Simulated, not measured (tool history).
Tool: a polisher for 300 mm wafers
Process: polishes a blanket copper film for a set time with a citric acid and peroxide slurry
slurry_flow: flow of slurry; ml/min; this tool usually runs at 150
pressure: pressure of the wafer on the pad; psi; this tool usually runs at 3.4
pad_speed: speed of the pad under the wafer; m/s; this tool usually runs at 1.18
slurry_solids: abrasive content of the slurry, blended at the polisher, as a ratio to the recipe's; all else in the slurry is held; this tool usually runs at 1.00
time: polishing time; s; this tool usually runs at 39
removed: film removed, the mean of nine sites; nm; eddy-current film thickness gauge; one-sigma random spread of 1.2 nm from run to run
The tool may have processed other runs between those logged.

| run | hour | slurry_flow | pressure | pad_speed | slurry_solids | time | incoming thickness of the incoming film, nm | removed |
|---|---|---|---|---|---|---|---|---|
| 1 | 0.0 | 150 | 3.4 | 1.18 | 1.00 | 39 | 886.0 | 124.3 |
| 2 | 26.8 | 150 | 3.4 | 1.18 | 1.00 | 39 | 875.7 | 121.0 |
|  | 48.6 | worn pad replaced by a new one |
| 3 | 55.9 | 150 | 3.4 | 1.18 | 1.00 | 39 | 886.4 | 127.0 |
| 4 | 68.7 | 150 | 3.4 | 1.18 | 1.00 | 39 | 861.2 | 124.3 |
| 5 | 80.9 | 150 | 3.4 | 1.18 | 1.00 | 33 | 887.3 | 105.0 |
|  | 91.0 | slurry nozzle cleaned |
|  | 105.3 | head pressure recalibrated |
| 6 | 114.5 | 150 | 3.4 | 1.18 | 1.00 | 33 | 879.2 | 101.4 |
|  | 129.8 | worn pad replaced by a new one |
|  | 141.8 | slurry blender recalibrated |
| 7 | 147.8 | 150 | 3.4 | 1.18 | 1.00 | 33 | 883.5 | 103.0 |
| 8 | 171.8 | 150 | 2.4 | 1.40 | 1.25 | 48 | 880.7 | 144.3 |
| 9 | 187.6 | 170 | 3.4 | 0.86 | 1.20 | 39 | 885.6 | 92.4 |
|  | 193.1 | worn pad replaced by a new one |
| 10 | 216.7 | 150 | 3.4 | 1.18 | 1.10 | 39 | 875.4 | 126.3 |
| 11 | 229.0 | 180 | 3.4 | 1.18 | 1.00 | 39 | 884.1 | 124.5 |
| 12 | 249.5 | 150 | 2.9 | 1.18 | 1.00 | 30 | 887.8 | 80.7 |
|  | 263.4 | worn pad replaced by a new one |
| 13 | 266.6 | 150 | 3.4 | 1.18 | 1.00 | 39 | 884.2 | 125.8 |
| 14 | 278.8 | 150 | 3.4 | 1.18 | 1.00 | 39 | 885.5 | 123.1 |

Alternative continuations, all from the tool just after run 14; predict every row:
| A | 279.2 | 150 | 4.5 | 1.18 | 1.00 | 39 | 875.2 | ? |
| B | 279.2 | 120 | 3.4 | 1.18 | 1.00 | 39 | 875.2 | ? |
| C | 279.2 | 120 | 3.4 | 1.18 | 1.00 | 52 | 875.2 | ? |

| run | removed |
|---|---|
| A | 154.2 |
| B | 118.9 |
| C | 158.6 |
The same runs, with their run-to-run variation unchanged, on a tool lacking any hidden condition would have given:
| run | removed |
|---|---|
| A | 157.1 |
| B | 121.2 |
| C | 161.6 |

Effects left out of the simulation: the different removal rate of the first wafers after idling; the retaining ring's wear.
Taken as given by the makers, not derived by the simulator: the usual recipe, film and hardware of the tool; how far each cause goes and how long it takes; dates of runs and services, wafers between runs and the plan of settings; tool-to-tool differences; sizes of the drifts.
